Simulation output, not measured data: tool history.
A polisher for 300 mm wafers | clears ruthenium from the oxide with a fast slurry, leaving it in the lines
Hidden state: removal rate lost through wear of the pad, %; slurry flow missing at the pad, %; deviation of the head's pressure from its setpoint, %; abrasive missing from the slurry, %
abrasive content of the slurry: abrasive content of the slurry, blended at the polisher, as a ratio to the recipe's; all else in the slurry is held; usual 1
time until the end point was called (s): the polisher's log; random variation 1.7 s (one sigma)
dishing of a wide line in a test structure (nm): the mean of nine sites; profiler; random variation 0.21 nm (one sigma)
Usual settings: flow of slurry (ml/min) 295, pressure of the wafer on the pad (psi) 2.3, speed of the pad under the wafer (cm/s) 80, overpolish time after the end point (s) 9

run,hour,flow of slurry (ml/min),pressure of the wafer on the pad (psi),speed of the pad under the wafer (cm/s),abrasive content of the slurry,overpolish time after the end point (s),wafers since the last listed run,wafers polished on this pad,hours since the slurry nozzle was cleaned,hours since the head pressure was calibrated,hours since the slurry blender was calibrated,"incoming thickness of the incoming film, nm",time until the end point was called (s),dishing of a wide line in a test structure (nm)
1,0,295,2.3,58,1,9,0,3318,135.4,151.3,33,259.8,173.5,9.5
2,65.7,295,2.3,58,1,9,560,3879,201.1,217,98.7,257.6,176.6,9.5
3,124.2,295,2.3,80,1,9,499,4378,259.6,275.5,157.2,260.4,132.1,12.9
4,186,295,2.3,80,1,9,527,4905,321.4,337.3,219,257.5,131.1,13.2
5,290.7,295,2.3,80,1,9,893,5799,426.1,442,323.7,256.5,127.6,12.8
6,333.9,295,2.3,80,1,9,368,6167,469.3,485.2,366.9,260,138.5,13.1
# hour 351.3: worn pad replaced by a new one
7,451.4,295,2.3,80,1,9,968,853,586.8,602.7,484.4,256.8,134.7,12.5
# hour 612.8: head pressure recalibrated
8,632.4,200,2.3,80,1,13,1527,2381,767.8,19.6,665.4,264.4,152.8,15.6
# hour 683.5: slurry nozzle cleaned
9,810.9,295,2.3,80,1,9,1514,3896,127.4,198.1,843.9,263.3,160.8,10.7
# hour 849.8: slurry blender recalibrated, repeated, since the last time left the tool worse
10,901.6,295,2.3,80,1,9,756,4653,218.1,288.8,51.8,258.4,100.8,16.4
# hour 1053.5: worn pad replaced by a new one
11,1072.7,295,2.3,58,1,9,1426,163,389.2,459.9,222.9,262.3,141.8,11.9
12,1151.1,295,2.3,68,1,11,669,832,467.6,538.3,301.3,259.2,118.2,16.7
13,1187.5,295,2.3,90,0.75,9,310,1143,504,574.7,337.7,261,114.4,14.8
14,1271.1,295,2.3,90,1,13,713,1856,587.6,658.3,421.3,263.5,95.3,24.7
15,1325.1,200,2.3,80,1,9,460,2317,641.6,712.3,475.3,263.2,110.4,15.2
16,1371.8,335,3,80,0.75,12,398,2716,688.3,759,522,262.9,105.3,21
# hour 1398.7: slurry nozzle cleaned
17,1443.6,235,2.7,70,1.1,9,604,3320,44.9,830.8,593.8,263.5,104,15.9
# hour 1491.2: head pressure recalibrated
18,1539.9,365,1.6,80,0.85,4,804,4125,141.2,48.7,690.1,257.3,152.9,5
# hour 1563: slurry blender recalibrated
19,1626.7,295,2.7,62,1.25,4,723,4848,228,135.5,63.7,259.1,100.7,7.6
20,1723.8,295,1.6,80,1,9,828,5677,325.1,232.6,160.8,261.1,135,12.6
# hour 1870: worn pad replaced by a new one
21,2004.9,385,2.3,80,1.2,9,2364,1151,606.2,513.7,441.9,261.9,93.4,17.9
22,2064.3,295,2.3,80,1,9,506,1658,665.6,573.1,501.3,262.4,105.8,15.8
23,2138.2,295,1.5,80,1.2,9,630,2288,739.5,647,575.2,262.5,139.1,12.7
# hour 2167.7: head pressure recalibrated
# hour 2195.5: slurry nozzle cleaned
24,2241.8,255,2.3,60,1.2,10,858,3147,46.3,74.1,678.8,259.4,133.1,14
25,2324.6,295,2.3,80,0.8,9,706,3854,129.1,156.9,761.6,261.4,127.4,13.1
# hour 2363.3: slurry blender recalibrated
26,2397.8,295,2,80,1,9,607,4461,202.3,230.1,34.5,262.5,115.9,15.1
27,2470.8,355,2.3,62,1.1,13,622,5084,275.3,303.1,107.5,261,122.1,18.8
28,2553.8,295,2.3,58,1,9,708,5792,358.3,386.1,190.5,257.5,142.2,12.1
# hour 2575.2: worn pad replaced by a new one
29,2606.5,340,2.3,100,1,12,415,267,411,438.8,243.2,259.4,80.5,26

3 ways to go on from here, each from the tool as it stands after run 29. What would each give?
A,2606.9,295,3,80,1,9,3,270,411.4,439.2,243.6,257.1,?,?
B,2606.9,295,2.3,80,0.85,9,3,270,411.4,439.2,243.6,257.1,?,?
C,2606.9,350,2.8,80,1,11,3,270,411.4,439.2,243.6,257.1,?,?

run,time until the end point was called (s),dishing of a wide line in a test structure (nm)
A,82.3,19.6
B,113.5,14.7
C,85.9,22.5
Without the tool's hidden state the same runs would have given:
run,time until the end point was called (s),dishing of a wide line in a test structure (nm)
A,81.5,19.8
B,112.2,14.8
C,85,22.8

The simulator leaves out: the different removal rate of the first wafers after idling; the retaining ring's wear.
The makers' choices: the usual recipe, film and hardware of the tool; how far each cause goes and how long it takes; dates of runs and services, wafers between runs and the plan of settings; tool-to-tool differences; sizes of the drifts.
